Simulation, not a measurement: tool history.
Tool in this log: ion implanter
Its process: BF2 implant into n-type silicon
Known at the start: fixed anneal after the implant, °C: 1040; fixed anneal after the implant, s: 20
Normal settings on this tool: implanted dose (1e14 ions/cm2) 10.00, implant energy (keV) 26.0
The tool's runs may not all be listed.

run,hour,implanted dose (1e14 ions/cm2),implant energy (keV),wafers since the last listed run,hours since the last dose calibration,hours since the extraction supply was calibrated,hours since the gauge calibration,"read-back reference wafer on the same gauge, sheet resistance",sheet resistance of the implanted and annealed layer (ohm/square)
1,0.0,10.00,26.0,0,1119.4,5608.4,192.0,160.80,142.14
2,65.9,10.00,26.0,607,1185.3,5674.3,257.9,161.25,139.76
3,97.4,7.91,19.5,290,1216.8,5705.8,289.4,160.70,174.55
4,159.5,8.04,20.5,572,1278.9,5767.9,351.5,161.15,173.37
5,211.4,8.08,29.5,478,1330.8,5819.8,403.4,160.92,160.80
6,274.2,8.08,29.5,579,1393.6,5882.6,466.2,160.69,161.24
7,310.0,10.00,26.0,330,1429.4,5918.4,502.0,160.76,142.36
8,482.5,10.00,26.0,1590,1601.9,6090.9,674.5,160.99,143.10
9,530.2,10.00,26.0,439,1649.6,6138.6,722.2,161.43,143.12
10,594.2,10.00,26.0,590,1713.6,6202.6,786.2,161.08,142.65
11,630.4,8.41,26.0,333,1749.8,6238.8,822.4,161.28,159.94
# hour 693.3: Faraday cup replaced and dose calibrated
12,693.8,8.41,26.0,510,0.5,6302.2,885.8,160.65,155.92
13,744.6,10.00,26.0,468,51.3,6353.0,936.6,161.12,140.12
# hour 777.8: gauge calibrated
14,809.5,10.00,26.0,598,116.2,6417.9,31.7,160.84,139.27
# hour 836.0: extraction supply calibrated
15,858.9,10.00,26.0,381,165.6,22.9,81.1,160.83,139.28
16,895.4,10.00,26.0,336,202.1,59.4,117.6,160.77,139.09
17,942.5,8.43,17.5,434,249.2,106.5,164.7,160.92,171.76
18,968.1,10.00,30.5,236,274.8,132.1,190.3,160.99,133.32
19,1018.6,12.17,29.0,465,325.3,182.6,240.8,160.92,121.98
20,1089.0,7.42,26.0,649,395.7,253.0,311.2,161.29,173.23
21,1114.2,8.95,23.5,232,420.9,278.2,336.4,160.94,155.08
22,1148.5,11.08,31.0,316,455.2,312.5,370.7,160.82,126.28
23,1352.4,11.05,33.0,1880,659.1,516.4,574.6,160.92,125.32
24,1399.9,7.27,23.5,438,706.6,563.9,622.1,160.70,179.61
25,1449.7,11.06,21.5,459,756.4,613.7,671.9,161.32,140.95
26,1480.1,11.26,17.5,280,786.8,644.1,702.3,160.97,148.03
27,1540.4,10.00,26.0,556,847.1,704.4,762.6,160.97,141.13
28,1584.7,11.31,34.0,408,891.4,748.7,806.9,160.73,123.05
29,1648.0,10.00,26.0,583,954.7,812.0,870.2,161.13,141.76

Run 30, settings as shown, results not yet in. Your forecast:
30,1703.1,12.69,26.0,508,1009.8,867.1,925.3,?,?

read-back reference wafer on the same gauge, sheet resistance: 161.24
sheet resistance of the implanted and annealed layer (ohm/square): 124.46
The same run, on a tool lacking any hidden state, would have yielded sheet resistance of the implanted and annealed layer (ohm/square) 122.51.
